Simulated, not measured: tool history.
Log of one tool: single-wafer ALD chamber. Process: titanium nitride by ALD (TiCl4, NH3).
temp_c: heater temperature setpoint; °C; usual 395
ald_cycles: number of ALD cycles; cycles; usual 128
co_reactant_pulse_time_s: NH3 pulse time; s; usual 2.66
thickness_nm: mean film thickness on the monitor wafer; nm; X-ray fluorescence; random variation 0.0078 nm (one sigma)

run	hour	temp_c	ald_cycles	co_reactant_pulse_time_s	wafers since the last listed run	hours since the last thermocouple change	hours since the showerhead was replaced	hours since the gauge calibration	read-back reference wafer on the same gauge, thickness_nm	thickness_nm
1	0	395	128	2.66	0	2839.2	4463.5	227.3	3.49	3.135
2	25.7	395	128	2.66	41	2864.9	4489.2	253	3.489	3.136
3	39.6	395	128	2.66	22	2878.8	4503.1	266.9	3.492	3.123
4	68.7	395	128	3.23	46	2907.9	4532.2	296	3.492	3.177
5	101.4	395	128	3.23	52	2940.6	4564.9	328.7	3.488	3.162
6	131.7	395	128	3.23	48	2970.9	4595.2	359	3.491	3.169
7	147.5	395	128	2.66	25	2986.7	4611	374.8	3.49	3.135
8	163.2	395	128	2.66	25	3002.4	4626.7	390.5	3.49	3.139
9	190.9	395	128	2.66	44	3030.1	4654.4	418.2	3.49	3.12
# hour 226.8: thermocouple changed; heater temperature recalibrated
10	227.3	395	128	2.66	45	0.5	4690.8	454.6	3.489	3.148
11	244.3	395	128	2.66	27	17.5	4707.8	471.6	3.489	3.128
12	257.4	395	128	2.66	20	30.6	4720.9	484.7	3.49	3.123
13	282.2	395	128	2.66	39	55.4	4745.7	509.5	3.491	3.14
14	307.8	390	128	2.66	40	81	4771.3	535.1	3.491	3.098
15	332.4	400	148	1.66	39	105.6	4795.9	559.7	3.489	3.463
16	394.4	404	105	2.08	99	167.6	4857.9	621.7	3.49	2.539
# hour 408: gauge calibrated
17	414.5	387	150	2.18	32	187.7	4878	6.5	3.491	3.591
18	430.4	389	119	3.29	25	203.6	4893.9	22.4	3.491	2.933
19	464.4	400	148	1.66	54	237.6	4927.9	56.4	3.493	3.47
# hour 476.7: showerhead replaced
20	491.6	395	115	2.66	30	264.8	14.9	83.6	3.487	2.812
21	509.3	401	144	2.17	28	282.5	32.6	101.3	3.489	3.496
22	534.3	395	146	2.94	39	307.5	57.6	126.3	3.492	3.579
23	548.6	404	105	2.08	22	321.8	71.9	140.6	3.49	2.545
24	569.6	385	121	2.66	33	342.8	92.9	161.6	3.491	2.934
25	598.1	395	128	2.66	45	371.3	121.4	190.1	3.488	3.138
26	621.5	395	128	2.66	37	394.7	144.8	213.5	3.49	3.125

Forecast each of these 4 alternatives for the next run:
A	622.2	395	128	2.01	1	395.4	145.5	214.2	?	?
B	622.2	395	117	2.03	1	395.4	145.5	214.2	?	?
C	622.2	400	148	3.29	1	395.4	145.5	214.2	?	?
D	622.2	395	128	3.53	1	395.4	145.5	214.2	?	?

run	read-back reference wafer on the same gauge, thickness_nm	thickness_nm
A	3.492	3.052
B	3.492	2.793
C	3.492	3.664
D	3.492	3.171
Without the tool's hidden state the same runs would have given:
run	thickness_nm
A	3.052
B	2.793
C	3.664
D	3.171
